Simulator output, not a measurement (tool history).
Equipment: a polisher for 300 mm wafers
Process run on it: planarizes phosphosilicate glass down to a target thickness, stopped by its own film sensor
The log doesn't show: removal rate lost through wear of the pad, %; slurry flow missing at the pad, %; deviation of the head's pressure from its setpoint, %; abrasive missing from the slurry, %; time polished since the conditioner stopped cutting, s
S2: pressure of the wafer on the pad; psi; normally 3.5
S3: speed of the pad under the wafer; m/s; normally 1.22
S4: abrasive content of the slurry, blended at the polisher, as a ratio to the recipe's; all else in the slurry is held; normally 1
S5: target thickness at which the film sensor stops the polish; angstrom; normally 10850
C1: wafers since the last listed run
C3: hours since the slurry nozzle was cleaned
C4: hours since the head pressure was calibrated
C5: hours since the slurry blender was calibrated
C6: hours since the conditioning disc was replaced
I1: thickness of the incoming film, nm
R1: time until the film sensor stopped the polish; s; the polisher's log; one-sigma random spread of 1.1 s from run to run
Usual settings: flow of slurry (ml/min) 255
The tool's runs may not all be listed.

{"run": 1, "day": 0.0, "flow of slurry (ml/min)": 290, "S2": 3.5, "S3": 1.54, "S4": 1, "S5": 10850, "C1": 0, "wafers polished on this pad": 1277, "C3": 404.3, "C4": 286.4, "C5": 35.5, "C6": 55.2, "I1": 1991.3, "R1": 73.2}
{"day": 0.233, "done": "worn pad replaced by a new one"}
{"run": 2, "day": 1.371, "flow of slurry (ml/min)": 255, "S2": 3.5, "S3": 1.22, "S4": 1, "S5": 10850, "C1": 260, "wafers polished on this pad": 246, "C3": 437.2, "C4": 319.3, "C5": 68.4, "C6": 88.1, "I1": 2023.1, "R1": 91.1}
{"run": 3, "day": 2.8, "flow of slurry (ml/min)": 255, "S2": 3.5, "S3": 1.22, "S4": 1, "S5": 10850, "C1": 308, "wafers polished on this pad": 554, "C3": 471.5, "C4": 353.6, "C5": 102.7, "C6": 122.4, "I1": 2045.6, "R1": 94.3}
{"run": 4, "day": 4.15, "flow of slurry (ml/min)": 220, "S2": 3.5, "S3": 1.22, "S4": 1, "S5": 10850, "C1": 291, "wafers polished on this pad": 846, "C3": 503.9, "C4": 386, "C5": 135.1, "C6": 154.8, "I1": 2034.3, "R1": 94.8}
{"run": 5, "day": 4.938, "flow of slurry (ml/min)": 255, "S2": 3.5, "S3": 1.22, "S4": 1, "S5": 10850, "C1": 170, "wafers polished on this pad": 1016, "C3": 522.8, "C4": 404.9, "C5": 154, "C6": 173.7, "I1": 2020.1, "R1": 92.7}
{"run": 6, "day": 6.275, "flow of slurry (ml/min)": 255, "S2": 3.5, "S3": 1.22, "S4": 1, "S5": 10850, "C1": 288, "wafers polished on this pad": 1305, "C3": 554.9, "C4": 437, "C5": 186.1, "C6": 205.8, "I1": 2044.5, "R1": 96.1}
{"day": 6.854, "done": "worn pad replaced by a new one"}
{"run": 7, "day": 7.688, "flow of slurry (ml/min)": 255, "S2": 3.5, "S3": 1.22, "S4": 1, "S5": 10850, "C1": 269, "wafers polished on this pad": 180, "C3": 588.8, "C4": 470.9, "C5": 220, "C6": 239.7, "I1": 2044, "R1": 92.9}
{"run": 8, "day": 8.879, "flow of slurry (ml/min)": 300, "S2": 3.5, "S3": 1.22, "S4": 0.8, "S5": 10850, "C1": 257, "wafers polished on this pad": 437, "C3": 617.4, "C4": 499.5, "C5": 248.6, "C6": 268.3, "I1": 2006.3, "R1": 106.3}
{"run": 9, "day": 9.579, "flow of slurry (ml/min)": 255, "S2": 3.5, "S3": 0.94, "S4": 1, "S5": 8910, "C1": 151, "wafers polished on this pad": 588, "C3": 634.2, "C4": 516.3, "C5": 265.4, "C6": 285.1, "I1": 2045.7, "R1": 137.8}
{"day": 9.738, "done": "slurry blender recalibrated"}
{"day": 10.158, "done": "slurry nozzle cleaned"}
{"run": 10, "day": 10.333, "flow of slurry (ml/min)": 255, "S2": 4, "S3": 1.22, "S4": 1, "S5": 10850, "C1": 135, "wafers polished on this pad": 724, "C3": 4.2, "C4": 534.4, "C5": 14.3, "C6": 303.2, "I1": 2041, "R1": 81.4}
{"run": 11, "day": 11.754, "flow of slurry (ml/min)": 310, "S2": 3.5, "S3": 1.22, "S4": 0.75, "S5": 10850, "C1": 306, "wafers polished on this pad": 1031, "C3": 38.3, "C4": 568.5, "C5": 48.4, "C6": 337.3, "I1": 2030.5, "R1": 118.2}
{"day": 12.092, "done": "head pressure recalibrated"}
{"day": 12.412, "done": "worn pad replaced by a new one"}
{"run": 12, "day": 12.729, "flow of slurry (ml/min)": 255, "S2": 3.5, "S3": 1.22, "S4": 1, "S5": 8270, "C1": 156, "wafers polished on this pad": 68, "C3": 61.7, "C4": 15.3, "C5": 71.8, "C6": 360.7, "I1": 2025.8, "R1": 118}
{"run": 13, "day": 14.0, "flow of slurry (ml/min)": 300, "S2": 3.5, "S3": 1.22, "S4": 0.8, "S5": 10850, "C1": 274, "wafers polished on this pad": 343, "C3": 92.2, "C4": 45.8, "C5": 102.3, "C6": 391.2, "I1": 2038.5, "R1": 110.5}
{"day": 14.612, "done": "conditioning disc replaced and pad reconditioned"}
{"run": 14, "day": 15.458, "flow of slurry (ml/min)": 255, "S2": 2.7, "S3": 1.6, "S4": 0.9, "S5": 11680, "C1": 297, "wafers polished on this pad": 640, "C3": 127.2, "C4": 80.8, "C5": 137.3, "C6": 20.3, "I1": 2032, "R1": 94.4}
{"run": 15, "day": 16.729, "flow of slurry (ml/min)": 255, "S2": 3.5, "S3": 1.36, "S4": 1, "S5": 10850, "C1": 274, "wafers polished on this pad": 914, "C3": 157.7, "C4": 111.3, "C5": 167.8, "C6": 50.8, "I1": 2041.4, "R1": 85.1}
{"run": 16, "day": 17.375, "flow of slurry (ml/min)": 255, "S2": 3.5, "S3": 1.22, "S4": 1, "S5": 10850, "C1": 139, "wafers polished on this pad": 1054, "C3": 173.2, "C4": 126.8, "C5": 183.3, "C6": 66.3, "I1": 2033.2, "R1": 95}
{"day": 18.525, "done": "worn pad replaced by a new one"}
{"run": 17, "day": 18.658, "flow of slurry (ml/min)": 345, "S2": 3.5, "S3": 0.86, "S4": 1, "S5": 8610, "C1": 241, "wafers polished on this pad": 28, "C3": 204, "C4": 157.6, "C5": 214.1, "C6": 97.1, "I1": 2005.8, "R1": 145}

Branching from run 17: 3 alternative next runs. What would each branch give?
{"run": "A", "day": 18.675, "flow of slurry (ml/min)": 255, "S2": 3.5, "S3": 1.22, "S4": 1, "S5": 10850, "C1": 3, "wafers polished on this pad": 32, "C3": 204.4, "C4": 158, "C5": 214.5, "C6": 97.5, "I1": 2053.8, "R1": "?"}
{"run": "B", "day": 18.675, "flow of slurry (ml/min)": 220, "S2": 4, "S3": 1.22, "S4": 1.1, "S5": 10850, "C1": 3, "wafers polished on this pad": 32, "C3": 204.4, "C4": 158, "C5": 214.5, "C6": 97.5, "I1": 2053.8, "R1": "?"}
{"run": "C", "day": 18.675, "flow of slurry (ml/min)": 195, "S2": 3.1, "S3": 1.22, "S4": 1, "S5": 8880, "C1": 3, "wafers polished on this pad": 32, "C3": 204.4, "C4": 158, "C5": 214.5, "C6": 97.5, "I1": 2053.8, "R1": "?"}

run=A R1=95.7
run=B R1=80.2
run=C R1=134.9
What these runs would have given with no unlogged condition in the tool:
run=A R1=95.7
run=B R1=80.2
run=C R1=134.9
